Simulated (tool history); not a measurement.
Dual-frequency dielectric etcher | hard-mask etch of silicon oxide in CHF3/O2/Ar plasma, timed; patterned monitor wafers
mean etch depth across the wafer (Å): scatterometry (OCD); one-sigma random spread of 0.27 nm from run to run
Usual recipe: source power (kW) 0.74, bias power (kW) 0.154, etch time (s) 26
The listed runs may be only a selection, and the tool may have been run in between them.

| run | hour | source power (kW) | bias power (kW) | etch time (s) | wafers since the last listed run | hours since the last wet clean | hours since the last source power generator calibration | hours since the last bias power generator calibration | hours since the last upper electrode change | hours since the gauge calibration | read-back reference wafer on the same gauge, depth_nm | mean etch depth across the wafer (Å) |
|---|---|---|---|---|---|---|---|---|---|---|---|---|
| 1 | 0 | 0.74 | 0.154 | 26 | 0 | 7.6 | 1943.8 | 1612.9 | 1864.9 | 108.9 | 44.4 | 518 |
| 2 | 15.2 | 0.87 | 0.154 | 26 | 274 | 22.8 | 1959 | 1628.1 | 1880.1 | 124.1 | 44.6 | 549 |
| 3 | 30.6 | 0.62 | 0.154 | 26 | 278 | 38.2 | 1974.4 | 1643.5 | 1895.5 | 139.5 | 44.5 | 489 |
| 4 | 47.8 | 0.62 | 0.154 | 26 | 310 | 55.4 | 1991.6 | 1660.7 | 1912.7 | 156.7 | 44.5 | 482 |
| 5 | 87.4 | 0.62 | 0.154 | 26 | 715 | 95 | 2031.2 | 1700.3 | 1952.3 | 196.3 | 44.4 | 479 |
| 6 | 94.4 | 0.78 | 0.154 | 26 | 126 | 102 | 2038.2 | 1707.3 | 1959.3 | 203.3 | 44.4 | 521 |
| 7 | 101.4 | 0.74 | 0.154 | 26 | 126 | 109 | 2045.2 | 1714.3 | 1966.3 | 210.3 | 44.5 | 511 |
| 8 | 109.9 | 0.74 | 0.179 | 26 | 153 | 117.5 | 2053.7 | 1722.8 | 1974.8 | 218.8 | 44.5 | 543 |
|  | 117.8 | bias power generator calibrated |
|  | 123.2 | source power generator calibrated |
| 9 | 123.7 | 0.74 | 0.154 | 33 | 104 | 131.3 | 0.5 | 5.9 | 1988.6 | 232.6 | 44.6 | 656 |
| 10 | 135.7 | 0.74 | 0.154 | 26 | 216 | 143.3 | 12.5 | 17.9 | 2000.6 | 244.6 | 44.5 | 511 |
| 11 | 149.2 | 0.78 | 0.154 | 26 | 243 | 156.8 | 26 | 31.4 | 2014.1 | 258.1 | 44.5 | 518 |
| 12 | 166.5 | 0.74 | 0.154 | 26 | 312 | 174.1 | 43.3 | 48.7 | 2031.4 | 275.4 | 44.5 | 509 |
| 13 | 200.6 | 0.87 | 0.177 | 28.5 | 615 | 208.2 | 77.4 | 82.8 | 2065.5 | 309.5 | 44.4 | 625 |
| 14 | 214.3 | 0.74 | 0.127 | 19 | 247 | 221.9 | 91.1 | 96.5 | 2079.2 | 323.2 | 44.4 | 346 |
| 15 | 226.7 | 0.9 | 0.168 | 19.5 | 223 | 234.3 | 103.5 | 108.9 | 2091.6 | 335.6 | 44.4 | 425 |
| 16 | 237 | 0.74 | 0.154 | 26 | 186 | 244.6 | 113.8 | 119.2 | 2101.9 | 345.9 | 44.5 | 507 |
|  | 247.7 | gauge calibrated |
|  | 273.2 | upper electrode replaced |
| 17 | 273.7 | 0.67 | 0.173 | 22 | 229 | 281.3 | 150.5 | 155.9 | 0.5 | 26 | 44.5 | 436 |
| 18 | 274.1 | 0.56 | 0.122 | 32 | 7 | 281.7 | 150.9 | 156.3 | 0.9 | 26.4 | 44.4 | 522 |
| 19 | 279.8 | 0.74 | 0.154 | 26 | 102 | 287.4 | 156.6 | 162 | 6.6 | 32.1 | 44.6 | 509 |
| 20 | 297 | 0.81 | 0.181 | 34 | 310 | 304.6 | 173.8 | 179.2 | 23.8 | 49.3 | 44.5 | 738 |
| 21 | 313.1 | 0.74 | 0.174 | 33.5 | 290 | 320.7 | 189.9 | 195.3 | 39.9 | 65.4 | 44.5 | 688 |
| 22 | 326.1 | 0.74 | 0.18 | 23.5 | 234 | 333.7 | 202.9 | 208.3 | 52.9 | 78.4 | 44.4 | 490 |
| 23 | 337.8 | 0.74 | 0.18 | 23.5 | 211 | 345.4 | 214.6 | 220 | 64.6 | 90.1 | 44.5 | 488 |
| 24 | 348.6 | 0.92 | 0.174 | 18.5 | 195 | 356.2 | 225.4 | 230.8 | 75.4 | 100.9 | 44.5 | 410 |
| 25 | 362.8 | 0.6 | 0.129 | 23 | 256 | 370.4 | 239.6 | 245 | 89.6 | 115.1 | 44.4 | 387 |
| 26 | 378.2 | 0.81 | 0.154 | 26 | 278 | 385.8 | 255 | 260.4 | 105 | 130.5 | 44.6 | 525 |
| 27 | 386.8 | 0.8 | 0.137 | 26 | 155 | 394.4 | 263.6 | 269 | 113.6 | 139.1 | 44.5 | 495 |
| 28 | 394 | 0.81 | 0.133 | 31 | 130 | 401.6 | 270.8 | 276.2 | 120.8 | 146.3 | 44.6 | 589 |
| 29 | 407.4 | 0.74 | 0.154 | 26 | 242 | 415 | 284.2 | 289.6 | 134.2 | 159.7 | 44.5 | 508 |

Branching from run 29: 5 alternative next runs. What would each branch give?
| A | 407.8 | 0.74 | 0.154 | 26 | 7 | 415.4 | 284.6 | 290 | 134.6 | 160.1 | ? | ? |
| B | 407.8 | 0.67 | 0.154 | 26 | 7 | 415.4 | 284.6 | 290 | 134.6 | 160.1 | ? | ? |
| C | 407.8 | 0.74 | 0.17 | 26 | 7 | 415.4 | 284.6 | 290 | 134.6 | 160.1 | ? | ? |
| D | 407.8 | 0.74 | 0.154 | 23 | 7 | 415.4 | 284.6 | 290 | 134.6 | 160.1 | ? | ? |
| E | 407.8 | 0.79 | 0.124 | 23.5 | 7 | 415.4 | 284.6 | 290 | 134.6 | 160.1 | ? | ? |

| run | read-back reference wafer on the same gauge, depth_nm | mean etch depth across the wafer (Å) |
|---|---|---|
| A | 44.5 | 508 |
| B | 44.5 | 491 |
| C | 44.5 | 529 |
| D | 44.5 | 450 |
| E | 44.5 | 431 |
Had the tool no hidden state, the same runs would have come out as:
| run | mean etch depth across the wafer (Å) |
|---|---|
| A | 522 |
| B | 504 |
| C | 543 |
| D | 461 |
| E | 442 |
